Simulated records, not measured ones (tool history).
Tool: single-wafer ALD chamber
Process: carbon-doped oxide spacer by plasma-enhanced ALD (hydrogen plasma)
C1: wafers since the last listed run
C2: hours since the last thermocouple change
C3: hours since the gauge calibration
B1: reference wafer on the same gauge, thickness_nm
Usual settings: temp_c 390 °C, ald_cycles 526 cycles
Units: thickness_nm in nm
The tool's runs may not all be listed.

Run 1, hour 0.0: usual settings; C1 0; C2 1218.3; C3 120.1; B1 24.387. Result: thickness_nm 25.137 nm.
Run 2, hour 69.7: usual settings; C1 67; C2 1288.0; C3 189.8; B1 24.392. Result: thickness_nm 25.106 nm.
Run 3, hour 134.3: usual settings; C1 62; C2 1352.6; C3 254.4; B1 24.387. Result: thickness_nm 25.175 nm.
Run 4, hour 214.2: usual settings; C1 77; C2 1432.5; C3 334.3; B1 24.390. Result: thickness_nm 25.115 nm.
Run 5, hour 271.4: usual settings but temp_c 378 °C; C1 55; C2 1489.7; C3 391.5; B1 24.414. Result: thickness_nm 25.068 nm.
Run 6, hour 370.7: usual settings but temp_c 378 °C; C1 96; C2 1589.0; C3 490.8; B1 24.388. Result: thickness_nm 25.197 nm.
Run 7, hour 441.2: usual settings but temp_c 378 °C; C1 68; C2 1659.5; C3 561.3; B1 24.396. Result: thickness_nm 25.163 nm.
Run 8, hour 497.6: usual settings but temp_c 384 °C; C1 54; C2 1715.9; C3 617.7; B1 24.394. Result: thickness_nm 25.075 nm.
Run 9, hour 545.5: usual settings; C1 46; C2 1763.8; C3 665.6; B1 24.392. Result: thickness_nm 25.154 nm.
Run 10, hour 589.7: usual settings; C1 43; C2 1808.0; C3 709.8; B1 24.398. Result: thickness_nm 25.177 nm.
Run 11, hour 644.6: usual settings; C1 53; C2 1862.9; C3 764.7; B1 24.406. Result: thickness_nm 25.064 nm.
Run 12, hour 730.3: usual settings; C1 83; C2 1948.6; C3 850.4; B1 24.404. Result: thickness_nm 25.212 nm.
Run 13, hour 810.5: usual settings; C1 78; C2 2028.8; C3 930.6; B1 24.395. Result: thickness_nm 25.033 nm.
Run 14, hour 905.0: usual settings but temp_c 401 °C; C1 92; C2 2123.3; C3 1025.1; B1 24.389. Result: thickness_nm 24.883 nm.
Run 15, hour 950.8: usual settings but ald_cycles 587 cycles; C1 44; C2 2169.1; C3 1070.9; B1 24.377. Result: thickness_nm 28.057 nm.
At hour 1022.8: thermocouple changed; heater temperature recalibrated.
Run 16, hour 1046.2: usual settings but temp_c 383 °C; C1 85; C2 23.4; C3 1166.3; B1 24.421. Result: thickness_nm 25.087 nm.
Run 17, hour 1148.4: usual settings but temp_c 398 °C, ald_cycles 566 cycles; C1 99; C2 125.6; C3 1268.5; B1 24.410. Result: thickness_nm 26.994 nm.
Run 18, hour 1243.6: usual settings; C1 92; C2 220.8; C3 1363.7; B1 24.390. Result: thickness_nm 24.955 nm.
At hour 1292.6: gauge calibrated.
Run 19, hour 1327.2: usual settings; C1 81; C2 304.4; C3 34.6; B1 24.390. Result: thickness_nm 25.163 nm.
Run 20, hour 1411.4: usual settings but temp_c 397 °C, ald_cycles 435 cycles; C1 82; C2 388.6; C3 118.8; B1 24.408. Result: thickness_nm 20.799 nm.
Run 21, hour 1469.3: usual settings but temp_c 375 °C; C1 56; C2 446.5; C3 176.7; B1 24.362. Result: thickness_nm 25.159 nm.
Run 22, hour 1536.1: usual settings; C1 65; C2 513.3; C3 243.5; B1 24.403. Result: thickness_nm 25.111 nm.
Run 23, hour 1634.4: usual settings; C1 95; C2 611.6; C3 341.8; B1 24.394. Result: thickness_nm 25.074 nm.
Run 24, hour 1722.0: usual settings but ald_cycles 626 cycles; C1 85; C2 699.2; C3 429.4; B1 24.424. Result: thickness_nm 29.905 nm.
Run 25, hour 2020.2: usual settings but temp_c 400 °C, ald_cycles 422 cycles; C1 290; C2 997.4; C3 727.6; B1 24.379. Result: thickness_nm 20.117 nm.
Run 26, hour 2059.4: usual settings but temp_c 401 °C, ald_cycles 620 cycles; C1 38; C2 1036.6; C3 766.8; B1 24.406. Result: thickness_nm 29.237 nm.
Run 27, hour 2238.7: usual settings but temp_c 401 °C, ald_cycles 475 cycles; C1 174; C2 1215.9; C3 946.1; B1 24.403. Result: thickness_nm 22.470 nm.
Run 28, hour 2278.4: usual settings but temp_c 396 °C, ald_cycles 436 cycles; C1 38; C2 1255.6; C3 985.8; B1 24.407. Result: thickness_nm 20.892 nm.
Run 29, hour 2383.9: usual settings but temp_c 376 °C, ald_cycles 470 cycles; C1 102; C2 1361.1; C3 1091.3; B1 24.418. Result: thickness_nm 22.442 nm.

How the hidden state differs across the entries between the runs, from the last listed run before each to the first after it:
Between runs 15 and 16: thermocouple changed; heater temperature recalibrated (hour 1022.8)
  no hidden state differs between the two runs
Between runs 18 and 19: gauge calibrated (hour 1292.6)
  no hidden state differs between the two runs
